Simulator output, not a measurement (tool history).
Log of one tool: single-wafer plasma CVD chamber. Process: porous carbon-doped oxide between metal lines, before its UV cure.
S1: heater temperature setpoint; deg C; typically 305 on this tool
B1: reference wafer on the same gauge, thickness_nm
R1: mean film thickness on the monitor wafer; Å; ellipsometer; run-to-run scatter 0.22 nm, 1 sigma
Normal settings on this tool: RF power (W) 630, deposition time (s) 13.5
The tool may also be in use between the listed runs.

run 1 day=0.000 | S1=305 RF_power_(W)=630 deposition_time_(s)=13.5 | B1=84.979 | R1=845.29
run 2 day=0.329 | S1=305 RF_power_(W)=630 deposition_time_(s)=13.5 | B1=84.973 | R1=842.15
run 3 day=0.992 | S1=305 RF_power_(W)=630 deposition_time_(s)=14.2 | B1=85.072 | R1=884.34
run 4 day=2.054 | S1=305 RF_power_(W)=630 deposition_time_(s)=14.2 | B1=85.071 | R1=888.58
run 5 day=2.792 | S1=305 RF_power_(W)=630 deposition_time_(s)=13.5 | B1=85.044 | R1=840.59
run 6 day=3.479 | S1=305 RF_power_(W)=630 deposition_time_(s)=13.5 | B1=84.980 | R1=839.38
run 7 day=4.208 | S1=305 RF_power_(W)=630 deposition_time_(s)=13.5 | B1=85.067 | R1=838.67
run 8 day=4.950 | S1=305 RF_power_(W)=630 deposition_time_(s)=14.6 | B1=85.017 | R1=905.34
run 9 day=5.533 | S1=305 RF_power_(W)=630 deposition_time_(s)=14.6 | B1=84.953 | R1=899.99
-- day=6.183 showerhead replaced
run 10 day=6.204 | S1=305 RF_power_(W)=630 deposition_time_(s)=14.6 | B1=85.031 | R1=905.14
-- day=6.208 gauge calibrated
run 11 day=8.242 | S1=305 RF_power_(W)=630 deposition_time_(s)=14.5 | B1=84.967 | R1=898.25
-- day=8.733 thermocouple changed; heater temperature recalibrated
run 12 day=8.754 | S1=305 RF_power_(W)=630 deposition_time_(s)=14.5 | B1=85.006 | R1=894.47
run 13 day=8.846 | S1=300 RF_power_(W)=580 deposition_time_(s)=13.5 | B1=84.958 | R1=837.55
run 14 day=9.246 | S1=300 RF_power_(W)=580 deposition_time_(s)=13.5 | B1=85.046 | R1=839.52
-- day=9.867 RF generator calibrated
run 15 day=9.888 | S1=305 RF_power_(W)=630 deposition_time_(s)=14.8 | B1=85.007 | R1=931.14
run 16 day=10.175 | S1=305 RF_power_(W)=630 deposition_time_(s)=11.7 | B1=84.984 | R1=740.84
run 17 day=10.462 | S1=300 RF_power_(W)=580 deposition_time_(s)=13.5 | B1=84.966 | R1=855.75
run 18 day=10.967 | S1=305 RF_power_(W)=630 deposition_time_(s)=13.5 | B1=84.975 | R1=849.89
run 19 day=11.350 | S1=305 RF_power_(W)=535 deposition_time_(s)=13.5 | B1=84.992 | R1=806.36
run 20 day=11.967 | S1=295 RF_power_(W)=725 deposition_time_(s)=12.8 | B1=85.039 | R1=907.15
run 21 day=12.383 | S1=305 RF_power_(W)=630 deposition_time_(s)=13.5 | B1=84.979 | R1=850.87
run 22 day=13.062 | S1=305 RF_power_(W)=630 deposition_time_(s)=14.6 | B1=84.954 | R1=923.44
run 23 day=13.525 | S1=305 RF_power_(W)=545 deposition_time_(s)=13.5 | B1=85.001 | R1=812.52
run 24 day=14.129 | S1=315 RF_power_(W)=630 deposition_time_(s)=13.5 | B1=84.951 | R1=805.01
-- day=14.383 gauge calibrated
run 25 day=14.383 | S1=305 RF_power_(W)=630 deposition_time_(s)=13.5 | B1=84.997 | R1=852.14
run 26 day=14.804 | S1=317 RF_power_(W)=720 deposition_time_(s)=11.2 | B1=84.979 | R1=695.26
run 27 day=15.429 | S1=295 RF_power_(W)=630 deposition_time_(s)=13.5 | B1=85.066 | R1=901.58
run 28 day=16.150 | S1=315 RF_power_(W)=560 deposition_time_(s)=13.5 | B1=85.009 | R1=772.45
run 29 day=16.488 | S1=312 RF_power_(W)=755 deposition_time_(s)=11.4 | B1=85.030 | R1=738.89
run 30 day=16.950 | S1=300 RF_power_(W)=580 deposition_time_(s)=13.5 | B1=84.987 | R1=847.85
run 31 day=17.229 | S1=305 RF_power_(W)=535 deposition_time_(s)=12.3 | B1=85.005 | R1=735.52

Alternative continuations, all from the tool just after run 31; predict every row:
run A day=17.246 | S1=305 RF_power_(W)=730 deposition_time_(s)=13.5 | B1=? | R1=?
run B day=17.246 | S1=291 RF_power_(W)=745 deposition_time_(s)=11.0 | B1=? | R1=?
run C day=17.246 | S1=300 RF_power_(W)=520 deposition_time_(s)=13.5 | B1=? | R1=?
run D day=17.246 | S1=305 RF_power_(W)=520 deposition_time_(s)=14.2 | B1=? | R1=?

run=A B1=85.026 R1=897.44
run=B B1=85.026 R1=812.33
run=C B1=85.026 R1=822.75
run=D B1=85.026 R1=837.26
What these runs would have given with no unlogged condition in the tool:
run=A R1=904.54
run=B R1=818.74
run=C R1=829.35
run=D R1=843.98
